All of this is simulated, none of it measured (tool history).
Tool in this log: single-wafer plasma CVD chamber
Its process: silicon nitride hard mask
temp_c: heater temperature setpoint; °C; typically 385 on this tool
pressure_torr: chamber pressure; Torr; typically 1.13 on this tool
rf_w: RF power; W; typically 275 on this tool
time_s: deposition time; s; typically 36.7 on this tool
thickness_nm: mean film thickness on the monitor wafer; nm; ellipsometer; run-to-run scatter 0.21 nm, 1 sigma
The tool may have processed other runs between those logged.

run    hour  temp_c  pressure_torr  rf_w  time_s  wafers since the last listed run  hours since the last thermocouple change  hours since the last RF generator calibration  hours since the last manometer calibration  hours since the showerhead was replaced  hours since the gauge calibration  read-back reference wafer on the same gauge, thickness_nm  thickness_nm
  1       0     385           1.07   275    36.7                                 0                                    1402.4                                         1645.1                                        1343                                   3431.5                              641.6                                                     41.679        34.372
  2    59.8     385           1.07   275    36.7                              2008                                    1462.2                                         1704.9                                      1402.8                                   3491.3                              701.4                                                      41.77        34.519
  3    87.2     385           1.07   275    36.7                               920                                    1489.6                                         1732.3                                      1430.2                                   3518.7                              728.8                                                     41.693        34.423
  4   114.7     385           1.13   275    36.7                               923                                    1517.1                                         1759.8                                      1457.7                                   3546.2                              756.3                                                     41.734        35.247
  5   165.6     394           1.13   275    36.7                              1709                                      1568                                         1810.7                                      1508.6                                   3597.1                              807.2                                                     41.703        35.213
  6   199.5     394           1.13   275    36.7                              1138                                    1601.9                                         1844.6                                      1542.5                                     3631                              841.1                                                     41.701         35.12
  7   240.7     394           1.13   275    36.7                              1383                                    1643.1                                         1885.8                                      1583.7                                   3672.2                              882.3                                                     41.657        34.858
  8     303     385           1.13   250    36.7                              2092                                    1705.4                                         1948.1                                        1646                                   3734.5                              944.6                                                     41.688        32.547
      339.8  -- capacitance manometer re-zeroed and calibrated
  9   360.9     385           1.13   275    36.7                              1675                                    1763.3                                           2006                                        21.1                                   3792.4                             1002.5                                                     41.722        35.444
 10   398.9     385           1.13   275    36.7                              1276                                    1801.3                                           2044                                        59.1                                   3830.4                             1040.5                                                     41.718        35.365
 11     465     385           1.13   275    36.7                              2219                                    1867.4                                         2110.1                                       125.2                                   3896.5                             1106.6                                                     41.766        35.548
 12   512.3     385           1.13   275    36.7                              1588                                    1914.7                                         2157.4                                       172.5                                   3943.8                             1153.9                                                      41.67        35.397
 13   549.1     398           1.03   325    33.5                              1235                                    1951.5                                         2194.2                                       209.3                                   3980.6                             1190.7                                                     41.658        34.821
      668.8  -- thermocouple changed; heater temperature recalibrated
 14   699.3     385           1.13   275    36.7                              4775                                      30.5                                         2344.4                                       359.5                                   4130.8                             1340.9                                                     41.729        34.952
 15   740.6     385           1.13   275    36.7                              1386                                      71.8                                         2385.7                                       400.8                                   4172.1                             1382.2                                                      41.71        35.438
 16   792.7     385           1.13   275    36.7                              1749                                     123.9                                         2437.8                                       452.9                                   4224.2                             1434.3                                                     41.682        35.313
 17   838.2     390           1.13   275    34.7                              1527                                     169.4                                         2483.3                                       498.4                                   4269.7                             1479.8                                                     41.747        33.073
      900.3  -- gauge calibrated
 18     904     385           0.89   275    42.6                              2209                                     235.2                                         2549.1                                       564.2                                   4335.5                                3.7                                                     41.668        36.915
 19     934     375           1.39   275    36.7                              1007                                     265.2                                         2579.1                                       594.2                                   4365.5                               33.7                                                     41.697        38.356
      948.8  -- RF generator calibrated
      954.8  -- showerhead replaced
 20  1131.7     392           1.13   275    36.7                              6170                                     462.9                                          182.9                                       791.9                                    176.9                              231.4                                                     41.711        35.452
 21    1175     385           1.13   275    36.7                              1454                                     506.2                                          226.2                                       835.2                                    220.2                              274.7                                                     41.701        35.393
 22  1209.2     391           0.93   290    40.3                              1148                                     540.4                                          260.4                                       869.4                                    254.4                              308.9                                                     41.697        37.133
 23  1252.2     385           1.21   245    36.7                              1444                                     583.4                                          303.4                                       912.4                                    297.4                              351.9                                                     41.691          33.2
 24  1307.1     385           1.13   275    36.7                              1843                                     638.3                                          358.3                                       967.3                                    352.3                              406.8                                                     41.686        35.451
 25  1352.4     378           1.04   225    31.5                              1521                                     683.6                                          403.6                                      1012.6                                    397.6                              452.1                                                     41.671        24.678
 26  1386.6     373           1.31   275    36.7                              1148                                     717.8                                          437.8                                      1046.8                                    431.8                              486.3                                                     41.719        37.248
 27  1415.5     385           1.13   275    36.7                               970                                     746.7                                          466.7                                      1075.7                                    460.7                              515.2                                                     41.706         34.99
 28  1444.4     385           1.13   305    36.7                               970                                     775.6                                          495.6                                      1104.6                                    489.6                              544.1                                                     41.733            38

Give the tool's hidden conditions for every run:
wafer temperature above the value expected at the setpoint (K): 0 across all the runs
delivered RF power above the setpoint (%): 0 across all the runs
true pressure above the setpoint (%): 0 across all the runs
gauge reads high (%): 0 across all the runs

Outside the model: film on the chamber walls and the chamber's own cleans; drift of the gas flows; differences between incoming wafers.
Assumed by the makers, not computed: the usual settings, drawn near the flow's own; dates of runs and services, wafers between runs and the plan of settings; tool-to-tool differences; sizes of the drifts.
